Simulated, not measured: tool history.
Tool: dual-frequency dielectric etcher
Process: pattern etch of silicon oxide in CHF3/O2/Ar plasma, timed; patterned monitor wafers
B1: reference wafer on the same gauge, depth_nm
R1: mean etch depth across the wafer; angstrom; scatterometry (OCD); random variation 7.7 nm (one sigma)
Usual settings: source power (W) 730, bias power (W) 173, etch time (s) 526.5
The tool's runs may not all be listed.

run 1 hour=0.0 | source_power_(W)=660 bias_power_(W)=173 etch_time_(s)=526.5 | B1=1133.0 | R1=10149
run 2 hour=73.0 | source_power_(W)=660 bias_power_(W)=173 etch_time_(s)=526.5 | B1=1130.9 | R1=10073
-- hour=99.3 wet clean of the chamber, repeated, since the last time left the tool worse
run 3 hour=335.9 | source_power_(W)=730 bias_power_(W)=154 etch_time_(s)=575.5 | B1=1130.8 | R1=11579
run 4 hour=396.6 | source_power_(W)=730 bias_power_(W)=139 etch_time_(s)=413.0 | B1=1130.5 | R1=7952
run 5 hour=492.9 | source_power_(W)=730 bias_power_(W)=139 etch_time_(s)=413.0 | B1=1130.4 | R1=8097
run 6 hour=591.2 | source_power_(W)=730 bias_power_(W)=139 etch_time_(s)=413.0 | B1=1128.6 | R1=8001
-- hour=628.1 gauge calibrated
run 7 hour=657.1 | source_power_(W)=640 bias_power_(W)=195 etch_time_(s)=623.0 | B1=1130.1 | R1=12799
run 8 hour=707.1 | source_power_(W)=730 bias_power_(W)=173 etch_time_(s)=668.5 | B1=1132.6 | R1=13745
run 9 hour=751.1 | source_power_(W)=810 bias_power_(W)=214 etch_time_(s)=648.0 | B1=1128.1 | R1=14654
run 10 hour=797.5 | source_power_(W)=730 bias_power_(W)=173 etch_time_(s)=526.5 | B1=1128.6 | R1=10824
run 11 hour=890.0 | source_power_(W)=730 bias_power_(W)=173 etch_time_(s)=456.5 | B1=1128.6 | R1=9302
-- hour=947.8 wet clean of the chamber
run 12 hour=975.1 | source_power_(W)=730 bias_power_(W)=173 etch_time_(s)=526.5 | B1=1128.6 | R1=11008
run 13 hour=1066.0 | source_power_(W)=730 bias_power_(W)=173 etch_time_(s)=526.5 | B1=1130.8 | R1=10928
run 14 hour=1106.7 | source_power_(W)=870 bias_power_(W)=201 etch_time_(s)=458.5 | B1=1127.2 | R1=10518
run 15 hour=1207.5 | source_power_(W)=810 bias_power_(W)=136 etch_time_(s)=467.5 | B1=1128.8 | R1=9310
run 16 hour=1292.2 | source_power_(W)=790 bias_power_(W)=146 etch_time_(s)=673.5 | B1=1130.1 | R1=13765
run 17 hour=1363.7 | source_power_(W)=890 bias_power_(W)=134 etch_time_(s)=586.0 | B1=1132.7 | R1=11975
run 18 hour=1447.0 | source_power_(W)=850 bias_power_(W)=173 etch_time_(s)=587.0 | B1=1130.5 | R1=12643
run 19 hour=1531.0 | source_power_(W)=730 bias_power_(W)=173 etch_time_(s)=668.5 | B1=1132.5 | R1=13656
run 20 hour=1622.5 | source_power_(W)=730 bias_power_(W)=173 etch_time_(s)=526.5 | B1=1130.6 | R1=10750
-- hour=1691.8 wet clean of the chamber
run 21 hour=1700.4 | source_power_(W)=550 bias_power_(W)=173 etch_time_(s)=593.0 | B1=1133.3 | R1=11660
run 22 hour=1789.1 | source_power_(W)=610 bias_power_(W)=191 etch_time_(s)=484.0 | B1=1129.2 | R1=10017
run 23 hour=1828.7 | source_power_(W)=790 bias_power_(W)=173 etch_time_(s)=526.5 | B1=1130.5 | R1=11352
run 24 hour=1903.1 | source_power_(W)=600 bias_power_(W)=173 etch_time_(s)=526.5 | B1=1127.3 | R1=10483
run 25 hour=1953.1 | source_power_(W)=900 bias_power_(W)=161 etch_time_(s)=464.0 | B1=1128.2 | R1=9970
run 26 hour=2012.7 | source_power_(W)=860 bias_power_(W)=192 etch_time_(s)=438.0 | B1=1131.5 | R1=9751
-- hour=2039.9 bias power generator calibrated
run 27 hour=2055.2 | source_power_(W)=730 bias_power_(W)=173 etch_time_(s)=405.5 | B1=1131.0 | R1=8379
run 28 hour=2113.8 | source_power_(W)=730 bias_power_(W)=173 etch_time_(s)=412.5 | B1=1129.4 | R1=8571

5 ways to go on from here, each from the tool as it stands after run 28. What would each give?
run A hour=2114.4 | source_power_(W)=730 bias_power_(W)=173 etch_time_(s)=526.5 | B1=? | R1=?
run B hour=2114.4 | source_power_(W)=730 bias_power_(W)=173 etch_time_(s)=679.0 | B1=? | R1=?
run C hour=2114.4 | source_power_(W)=910 bias_power_(W)=150 etch_time_(s)=658.0 | B1=? | R1=?
run D hour=2114.4 | source_power_(W)=810 bias_power_(W)=173 etch_time_(s)=609.5 | B1=? | R1=?
run E hour=2114.4 | source_power_(W)=820 bias_power_(W)=161 etch_time_(s)=641.0 | B1=? | R1=?

run=A B1=1131.4 R1=10789
run=B B1=1131.4 R1=13915
run=C B1=1131.4 R1=13714
run=D B1=1131.4 R1=12824
run=E B1=1131.4 R1=13254
Without the tool's hidden state the same runs would have given:
run=A R1=11007
run=B R1=14195
run=C R1=13990
run=D R1=13082
run=E R1=13522

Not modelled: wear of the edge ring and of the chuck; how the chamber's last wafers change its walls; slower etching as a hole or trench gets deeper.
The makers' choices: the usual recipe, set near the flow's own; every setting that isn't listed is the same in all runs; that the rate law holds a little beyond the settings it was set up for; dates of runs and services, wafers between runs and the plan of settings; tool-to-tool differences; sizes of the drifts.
